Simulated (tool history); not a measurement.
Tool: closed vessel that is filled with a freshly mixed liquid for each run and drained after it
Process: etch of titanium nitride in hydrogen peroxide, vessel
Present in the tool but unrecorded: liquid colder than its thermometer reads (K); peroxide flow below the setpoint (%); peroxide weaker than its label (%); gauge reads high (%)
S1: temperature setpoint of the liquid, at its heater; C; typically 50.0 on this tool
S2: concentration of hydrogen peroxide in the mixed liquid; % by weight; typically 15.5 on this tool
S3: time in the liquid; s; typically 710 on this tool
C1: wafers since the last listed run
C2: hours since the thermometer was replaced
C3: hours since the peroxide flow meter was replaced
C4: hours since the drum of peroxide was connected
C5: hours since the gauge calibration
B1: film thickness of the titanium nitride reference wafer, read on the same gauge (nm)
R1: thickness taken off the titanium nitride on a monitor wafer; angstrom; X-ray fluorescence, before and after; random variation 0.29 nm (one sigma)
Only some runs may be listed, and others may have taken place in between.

run 1 hour=0.0 | S1=50.0 S2=15.5 S3=585 | C1=0 C2=1197.0 C3=107.3 C4=474.9 C5=309.6 | B1=30.34 | R1=405.4
run 2 hour=46.7 | S1=50.0 S2=15.5 S3=585 | C1=2572 C2=1243.7 C3=154.0 C4=521.6 C5=356.3 | B1=30.37 | R1=405.7
run 3 hour=83.3 | S1=50.0 S2=15.5 S3=585 | C1=2016 C2=1280.3 C3=190.6 C4=558.2 C5=392.9 | B1=30.41 | R1=410.0
run 4 hour=149.3 | S1=50.0 S2=15.5 S3=710 | C1=3636 C2=1346.3 C3=256.6 C4=624.2 C5=458.9 | B1=30.50 | R1=499.9
run 5 hour=194.9 | S1=50.0 S2=15.5 S3=710 | C1=2512 C2=1391.9 C3=302.2 C4=669.8 C5=504.5 | B1=30.61 | R1=497.5
run 6 hour=246.4 | S1=50.0 S2=15.5 S3=710 | C1=2837 C2=1443.4 C3=353.7 C4=721.3 C5=556.0 | B1=30.61 | R1=501.9
run 7 hour=308.7 | S1=50.0 S2=15.5 S3=1030 | C1=3432 C2=1505.7 C3=416.0 C4=783.6 C5=618.3 | B1=30.66 | R1=723.2
-- hour=345.5 gauge calibrated
run 8 hour=346.6 | S1=50.0 S2=15.5 S3=710 | C1=2087 C2=1543.6 C3=453.9 C4=821.5 C5=1.1 | B1=29.97 | R1=492.3
run 9 hour=401.8 | S1=50.0 S2=15.5 S3=710 | C1=3041 C2=1598.8 C3=509.1 C4=876.7 C5=56.3 | B1=29.99 | R1=492.6
run 10 hour=459.5 | S1=50.0 S2=15.5 S3=710 | C1=3178 C2=1656.5 C3=566.8 C4=934.4 C5=114.0 | B1=30.05 | R1=487.9
-- hour=461.3 new drum of peroxide connected
-- hour=484.3 thermometer replaced
run 11 hour=526.1 | S1=45.0 S2=18.5 S3=710 | C1=3558 C2=41.8 C3=633.4 C4=64.8 C5=180.6 | B1=30.14 | R1=349.9
run 12 hour=560.1 | S1=45.0 S2=18.5 S3=710 | C1=1873 C2=75.8 C3=667.4 C4=98.8 C5=214.6 | B1=30.21 | R1=352.6
run 13 hour=588.8 | S1=57.0 S2=15.5 S3=710 | C1=1581 C2=104.5 C3=696.1 C4=127.5 C5=243.3 | B1=30.23 | R1=805.3
run 14 hour=613.1 | S1=59.5 S2=18.0 S3=320 | C1=1338 C2=128.8 C3=720.4 C4=151.8 C5=267.6 | B1=30.28 | R1=447.1
run 15 hour=643.4 | S1=50.0 S2=15.5 S3=710 | C1=1669 C2=159.1 C3=750.7 C4=182.1 C5=297.9 | B1=30.24 | R1=492.5
run 16 hour=707.6 | S1=58.5 S2=15.5 S3=710 | C1=3536 C2=223.3 C3=814.9 C4=246.3 C5=362.1 | B1=30.37 | R1=898.3
run 17 hour=744.1 | S1=50.0 S2=15.5 S3=710 | C1=2010 C2=259.8 C3=851.4 C4=282.8 C5=398.6 | B1=30.41 | R1=494.8
run 18 hour=805.6 | S1=50.0 S2=15.5 S3=710 | C1=3388 C2=321.3 C3=912.9 C4=344.3 C5=460.1 | B1=30.48 | R1=500.9
-- hour=840.3 peroxide flow meter replaced
-- hour=862.5 gauge calibrated
run 19 hour=870.0 | S1=42.0 S2=14.0 S3=525 | C1=3492 C2=385.7 C3=29.7 C4=408.7 C5=7.5 | B1=29.99 | R1=192.8
run 20 hour=922.2 | S1=50.0 S2=15.5 S3=585 | C1=2875 C2=437.9 C3=81.9 C4=460.9 C5=59.7 | B1=30.10 | R1=403.0
run 21 hour=982.9 | S1=41.0 S2=15.5 S3=710 | C1=3344 C2=498.6 C3=142.6 C4=521.6 C5=120.4 | B1=30.11 | R1=250.2
run 22 hour=1043.5 | S1=45.5 S2=15.5 S3=480 | C1=3338 C2=559.2 C3=203.2 C4=582.2 C5=181.0 | B1=30.19 | R1=238.6
run 23 hour=1073.7 | S1=50.0 S2=19.0 S3=710 | C1=1663 C2=589.4 C3=233.4 C4=612.4 C5=211.2 | B1=30.19 | R1=511.3
run 24 hour=1123.1 | S1=42.5 S2=12.0 S3=895 | C1=2721 C2=638.8 C3=282.8 C4=661.8 C5=260.6 | B1=30.31 | R1=339.1

Here are 5 independent what-if runs from the current tool condition. What would each one return?
run A hour=1123.9 | S1=50.0 S2=15.5 S3=1000 | C1=44 C2=639.6 C3=283.6 C4=662.6 C5=261.4 | B1=? | R1=?
run B hour=1123.9 | S1=45.0 S2=12.0 S3=370 | C1=44 C2=639.6 C3=283.6 C4=662.6 C5=261.4 | B1=? | R1=?
run C hour=1123.9 | S1=44.5 S2=15.5 S3=1050 | C1=44 C2=639.6 C3=283.6 C4=662.6 C5=261.4 | B1=? | R1=?
run D hour=1123.9 | S1=50.0 S2=15.5 S3=835 | C1=44 C2=639.6 C3=283.6 C4=662.6 C5=261.4 | B1=? | R1=?
run E hour=1123.9 | S1=50.0 S2=15.5 S3=435 | C1=44 C2=639.6 C3=283.6 C4=662.6 C5=261.4 | B1=? | R1=?

run=A B1=30.29 R1=691.6
run=B B1=30.29 R1=168.1
run=C B1=30.29 R1=484.8
run=D B1=30.29 R1=577.5
run=E B1=30.29 R1=300.8
The same runs, with their run-to-run variation unchanged, on a tool lacking any hidden condition would have given:
run=A R1=685.0
run=B R1=166.4
run=C R1=480.1
run=D R1=572.0
run=E R1=298.0

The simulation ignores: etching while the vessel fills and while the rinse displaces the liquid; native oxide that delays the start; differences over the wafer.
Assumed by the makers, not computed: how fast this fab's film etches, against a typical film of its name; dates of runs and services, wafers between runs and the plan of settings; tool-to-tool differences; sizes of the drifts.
